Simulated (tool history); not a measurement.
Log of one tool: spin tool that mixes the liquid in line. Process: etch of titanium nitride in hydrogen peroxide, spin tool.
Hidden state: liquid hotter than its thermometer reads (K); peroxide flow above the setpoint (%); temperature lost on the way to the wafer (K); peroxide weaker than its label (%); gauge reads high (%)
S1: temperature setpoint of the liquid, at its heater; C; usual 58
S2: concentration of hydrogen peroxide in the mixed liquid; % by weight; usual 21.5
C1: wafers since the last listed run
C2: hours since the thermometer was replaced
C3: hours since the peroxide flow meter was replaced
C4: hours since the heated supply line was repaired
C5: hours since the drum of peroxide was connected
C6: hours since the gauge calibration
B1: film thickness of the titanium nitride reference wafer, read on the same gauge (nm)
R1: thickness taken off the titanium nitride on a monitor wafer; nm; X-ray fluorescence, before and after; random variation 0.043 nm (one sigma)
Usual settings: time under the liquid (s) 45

Run 1, hour 0: usual settings but S1 53.5 C; C1 0; C2 2119; C3 1509.7; C4 966.1; C5 125.9; C6 948.8; B1 99.99. Result: R1 4.09 nm.
At hour 19.5: thermometer replaced.
Run 2, hour 28.1: usual settings but S1 53.5 C; C1 333; C2 8.6; C3 1537.8; C4 994.2; C5 154; C6 976.9; B1 99.98. Result: R1 3.56 nm.
Run 3, hour 63.2: usual settings but S1 53.5 C; C1 432; C2 43.7; C3 1572.9; C4 1029.3; C5 189.1; C6 1012; B1 100. Result: R1 3.54 nm.
Run 4, hour 97.4: usual settings but S1 50 C; C1 420; C2 77.9; C3 1607.1; C4 1063.5; C5 223.3; C6 1046.2; B1 100. Result: R1 2.74 nm.
Run 5, hour 116.8: usual settings but S1 50 C; C1 238; C2 97.3; C3 1626.5; C4 1082.9; C5 242.7; C6 1065.6; B1 100.02. Result: R1 2.76 nm.
Run 6, hour 150.3: usual settings but S1 50 C; C1 412; C2 130.8; C3 1660; C4 1116.4; C5 276.2; C6 1099.1; B1 99.99. Result: R1 2.8 nm.
Run 7, hour 186: usual settings but S1 54.5 C, time under the liquid (s) 30; C1 439; C2 166.5; C3 1695.7; C4 1152.1; C5 311.9; C6 1134.8; B1 99.98. Result: R1 2.56 nm.
Run 8, hour 220.5: usual settings but S1 61 C; C1 424; C2 201; C3 1730.2; C4 1186.6; C5 346.4; C6 1169.3; B1 99.99. Result: R1 5.93 nm.
Run 9, hour 239.2: usual settings but S1 54.5 C, S2 24.5 % by weight; C1 230; C2 219.7; C3 1748.9; C4 1205.3; C5 365.1; C6 1188; B1 100.01. Result: R1 3.94 nm.
At hour 255.5: gauge calibrated.
Run 10, hour 267.9: usual settings; C1 353; C2 248.4; C3 1777.6; C4 1234; C5 393.8; C6 12.4; B1 100.01. Result: R1 4.85 nm.
Run 11, hour 296: usual settings but S1 66 C, time under the liquid (s) 25; C1 345; C2 276.5; C3 1805.7; C4 1262.1; C5 421.9; C6 40.5; B1 100.02. Result: R1 4.65 nm.
At hour 302.5: new drum of peroxide connected.
At hour 303.8: peroxide flow meter replaced.
Run 12, hour 321: usual settings but S1 52.5 C; C1 283; C2 301.5; C3 17.2; C4 1287.1; C5 18.5; C6 65.5; B1 100. Result: R1 3.33 nm.
Run 13, hour 339: usual settings but S2 17 % by weight; C1 221; C2 319.5; C3 35.2; C4 1305.1; C5 36.5; C6 83.5; B1 100.01. Result: R1 4.63 nm.
Run 14, hour 374.9: usual settings; C1 441; C2 355.4; C3 71.1; C4 1341; C5 72.4; C6 119.4; B1 99.99. Result: R1 4.93 nm.
Run 15, hour 395.7: usual settings; C1 256; C2 376.2; C3 91.9; C4 1361.8; C5 93.2; C6 140.2; B1 99.99. Result: R1 4.93 nm.
Run 16, hour 421: usual settings but S2 26.5 % by weight; C1 311; C2 401.5; C3 117.2; C4 1387.1; C5 118.5; C6 165.5; B1 100.02. Result: R1 5.12 nm.
At hour 455.5: heated supply line repaired.
Run 17, hour 455.9: usual settings but S2 25.5 % by weight, time under the liquid (s) 50; C1 417; C2 436.4; C3 152.1; C4 0.4; C5 153.4; C6 200.4; B1 99.98. Result: R1 5.72 nm.
Run 18, hour 468.1: usual settings but S1 51 C, S2 16 % by weight, time under the liquid (s) 65; C1 150; C2 448.6; C3 164.3; C4 12.6; C5 165.6; C6 212.6; B1 100. Result: R1 4.09 nm.
Run 19, hour 492.7: usual settings but S1 53 C, time under the liquid (s) 40; C1 302; C2 473.2; C3 188.9; C4 37.2; C5 190.2; C6 237.2; B1 100.02. Result: R1 3.12 nm.
Run 20, hour 512.1: usual settings but S1 62.5 C; C1 238; C2 492.6; C3 208.3; C4 56.6; C5 209.6; C6 256.6; B1 100.02. Result: R1 6.72 nm.
Run 21, hour 586.4: usual settings but S1 55 C, S2 27.5 % by weight, time under the liquid (s) 35; C1 914; C2 566.9; C3 282.6; C4 130.9; C5 283.9; C6 330.9; B1 100. Result: R1 3.34 nm.
Run 22, hour 613.1: usual settings but S1 52 C, time under the liquid (s) 30; C1 328; C2 593.6; C3 309.3; C4 157.6; C5 310.6; C6 357.6; B1 100. Result: R1 2.19 nm.
Run 23, hour 634.5: usual settings but S1 65 C, S2 15.5 % by weight, time under the liquid (s) 30; C1 263; C2 615; C3 330.7; C4 179; C5 332; C6 379; B1 100. Result: R1 5.09 nm.
Run 24, hour 664.2: usual settings but S1 54 C, S2 26 % by weight, time under the liquid (s) 35; C1 365; C2 644.7; C3 360.4; C4 208.7; C5 361.7; C6 408.7; B1 100. Result: R1 3.11 nm.
Run 25, hour 696.5: usual settings; C1 397; C2 677; C3 392.7; C4 241; C5 394; C6 441; B1 100.01. Result: R1 5.05 nm.
Run 26, hour 719.5: usual settings but S1 62.5 C, S2 18 % by weight, time under the liquid (s) 55; C1 283; C2 700; C3 415.7; C4 264; C5 417; C6 464; B1 100.02. Result: R1 8.04 nm.

Measured less the same run without the tool's hidden state. The same run-to-run variation is in both; the gauge's scatter may not be:
run     R1
  1  +0.54
  2  +0.02
  3  +0.03
  4  +0.03
  5  +0.03
  6  +0.04
  7  +0.04
  8  +0.09
  9  +0.07
 10   +0.1
 11   +0.1
 12  +0.07
 13  +0.11
 14  +0.12
 15  +0.14
 16  +0.15
 17  +0.17
 18  +0.14
 19  +0.11
 20  +0.22
 21  +0.13
 22  +0.09
 23   +0.2
 24  +0.14
 25  +0.23
 26  +0.35
